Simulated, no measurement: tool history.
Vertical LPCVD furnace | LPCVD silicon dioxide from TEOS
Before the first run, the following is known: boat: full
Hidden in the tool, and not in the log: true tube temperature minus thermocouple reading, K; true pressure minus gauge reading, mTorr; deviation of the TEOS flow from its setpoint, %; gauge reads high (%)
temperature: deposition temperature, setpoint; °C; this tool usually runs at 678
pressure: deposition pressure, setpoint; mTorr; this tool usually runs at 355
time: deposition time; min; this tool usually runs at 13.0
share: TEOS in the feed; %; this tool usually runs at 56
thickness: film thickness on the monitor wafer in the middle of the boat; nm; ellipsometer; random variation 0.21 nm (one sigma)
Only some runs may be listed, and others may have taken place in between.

| run | day | temperature | pressure | time | share | wafers since the last listed run | hours since the last temperature calibration | hours since the pressure gauge was zeroed | hours since the TEOS flow controller was replaced | hours since the gauge calibration | read-back reference wafer on the same gauge, thickness | thickness |
|---|---|---|---|---|---|---|---|---|---|---|---|---|
| 1 | 0.000 | 678 | 355 | 13.0 | 56 | 0 | 2332.2 | 1816.7 | 4037.0 | 517.3 | 55.17 | 57.29 |
| 2 | 0.788 | 678 | 355 | 13.0 | 56 | 176 | 2351.1 | 1835.6 | 4055.9 | 536.2 | 55.00 | 57.23 |
| 3 | 1.583 | 678 | 355 | 13.0 | 56 | 178 | 2370.2 | 1854.7 | 4075.0 | 555.3 | 55.09 | 57.05 |
|  | 3.092 | thermocouples replaced and temperature profile calibrated |
| 4 | 3.112 | 684 | 355 | 13.0 | 51 | 118 | 0.5 | 1891.4 | 4111.7 | 592.0 | 55.00 | 66.56 |
| 5 | 3.662 | 678 | 355 | 13.0 | 56 | 123 | 13.7 | 1904.6 | 4124.9 | 605.2 | 55.20 | 60.47 |
| 6 | 4.400 | 678 | 355 | 13.0 | 56 | 165 | 31.4 | 1922.3 | 4142.6 | 622.9 | 55.11 | 60.40 |
| 7 | 5.804 | 678 | 355 | 13.0 | 56 | 315 | 65.1 | 1956.0 | 4176.3 | 656.6 | 55.16 | 60.64 |
| 8 | 7.083 | 678 | 355 | 13.0 | 56 | 287 | 95.8 | 1986.7 | 4207.0 | 687.3 | 55.09 | 60.22 |
| 9 | 7.979 | 678 | 355 | 13.0 | 56 | 201 | 117.3 | 2008.2 | 4228.5 | 708.8 | 55.10 | 60.33 |
| 10 | 8.792 | 683 | 355 | 13.0 | 56 | 182 | 136.8 | 2027.7 | 4248.0 | 728.3 | 55.10 | 68.02 |
| 11 | 9.850 | 684 | 330 | 10.5 | 49 | 237 | 162.2 | 2053.1 | 4273.4 | 753.7 | 55.13 | 50.76 |
|  | 9.992 | gauge calibrated |
|  | 10.942 | pressure gauge zeroed |
| 12 | 11.154 | 674 | 355 | 13.0 | 52 | 68 | 193.5 | 5.1 | 4304.7 | 27.9 | 55.15 | 52.99 |
| 13 | 12.446 | 678 | 330 | 10.5 | 52 | 290 | 224.5 | 36.1 | 4335.7 | 58.9 | 55.07 | 45.41 |
| 14 | 13.025 | 671 | 390 | 13.0 | 56 | 130 | 238.4 | 50.0 | 4349.6 | 72.8 | 55.06 | 53.39 |
|  | 14.171 | thermocouples replaced and temperature profile calibrated, repeated, since the last time left the tool worse |
| 15 | 14.192 | 678 | 355 | 8.0 | 47 | 37 | 0.5 | 78.0 | 4377.6 | 100.8 | 55.05 | 30.28 |
| 16 | 15.238 | 685 | 355 | 13.0 | 56 | 235 | 25.6 | 103.1 | 4402.7 | 125.9 | 55.14 | 63.20 |
|  | 16.242 | TEOS flow controller replaced |
| 17 | 16.504 | 678 | 355 | 13.0 | 56 | 59 | 56.0 | 133.5 | 6.3 | 156.3 | 55.02 | 53.78 |
| 18 | 17.133 | 672 | 355 | 15.0 | 56 | 141 | 71.1 | 148.6 | 21.4 | 171.4 | 54.98 | 53.80 |
| 19 | 18.338 | 678 | 355 | 13.0 | 56 | 270 | 100.0 | 177.5 | 50.3 | 200.3 | 55.06 | 53.79 |
| 20 | 19.608 | 683 | 355 | 13.0 | 56 | 285 | 130.5 | 208.0 | 80.8 | 230.8 | 55.12 | 60.84 |
| 21 | 20.396 | 672 | 355 | 13.0 | 56 | 176 | 149.4 | 226.9 | 99.7 | 249.7 | 55.12 | 46.37 |
| 22 | 21.408 | 668 | 295 | 17.0 | 48 | 227 | 173.7 | 251.2 | 124.0 | 274.0 | 55.10 | 46.29 |
| 23 | 22.200 | 678 | 355 | 13.0 | 56 | 177 | 192.7 | 270.2 | 143.0 | 293.0 | 55.12 | 53.42 |
| 24 | 25.354 | 678 | 355 | 13.0 | 56 | 708 | 268.4 | 345.9 | 218.7 | 368.7 | 55.11 | 53.27 |
| 25 | 26.429 | 678 | 395 | 13.0 | 56 | 241 | 294.2 | 371.7 | 244.5 | 394.5 | 55.11 | 56.64 |
| 26 | 27.688 | 687 | 390 | 10.5 | 64 | 282 | 324.4 | 401.9 | 274.7 | 424.7 | 55.16 | 60.49 |
| 27 | 28.262 | 678 | 395 | 13.0 | 56 | 129 | 338.2 | 415.7 | 288.5 | 438.5 | 55.09 | 56.79 |
| 28 | 29.458 | 678 | 355 | 13.0 | 56 | 268 | 366.9 | 444.4 | 317.2 | 467.2 | 55.10 | 53.77 |
| 29 | 30.550 | 678 | 410 | 8.0 | 56 | 245 | 393.1 | 470.6 | 343.4 | 493.4 | 55.12 | 35.61 |
| 30 | 31.233 | 681 | 430 | 13.0 | 56 | 153 | 409.5 | 487.0 | 359.8 | 509.8 | 55.10 | 63.60 |
| 31 | 31.821 | 678 | 355 | 13.0 | 49 | 132 | 423.6 | 501.1 | 373.9 | 523.9 | 55.08 | 50.16 |
| 32 | 32.642 | 667 | 355 | 13.0 | 67 | 184 | 443.3 | 520.8 | 393.6 | 543.6 | 55.00 | 44.67 |

A few steps of thickness between consecutive runs. Split each: what settings, incoming material and random variation would produce without the hidden state, and what is left over for the hidden state, along with gauge scatter present in only one of the two compared results (measured, and without hidden state):
Run 3 -> 4: temperature 678 -> 684, share 56 -> 51, thermocouples replaced and temperature profile calibrated. thickness +9.51 nm: hidden state +3.55, all else +5.96.
Run 10 -> 11: temperature 683 -> 684, pressure 355 -> 330, time 13.0 -> 10.5, share 56 -> 49. thickness -17.26 nm: hidden state -2.01, all else -15.25.
Run 14 -> 15: temperature 671 -> 678, pressure 390 -> 355, time 13.0 -> 8.0, share 56 -> 47, thermocouples replaced and temperature profile calibrated, repeated, since the last time left the tool worse. thickness -23.11 nm: hidden state -6.15, all else -16.96.
Run 15 -> 16: temperature 678 -> 685, time 8.0 -> 13.0, share 47 -> 56. thickness +32.92 nm: hidden state +0.28, all else +32.64.
Run 29 -> 30: temperature 678 -> 681, pressure 410 -> 430, time 8.0 -> 13.0. thickness +27.99 nm: hidden state +0.30, all else +27.69.

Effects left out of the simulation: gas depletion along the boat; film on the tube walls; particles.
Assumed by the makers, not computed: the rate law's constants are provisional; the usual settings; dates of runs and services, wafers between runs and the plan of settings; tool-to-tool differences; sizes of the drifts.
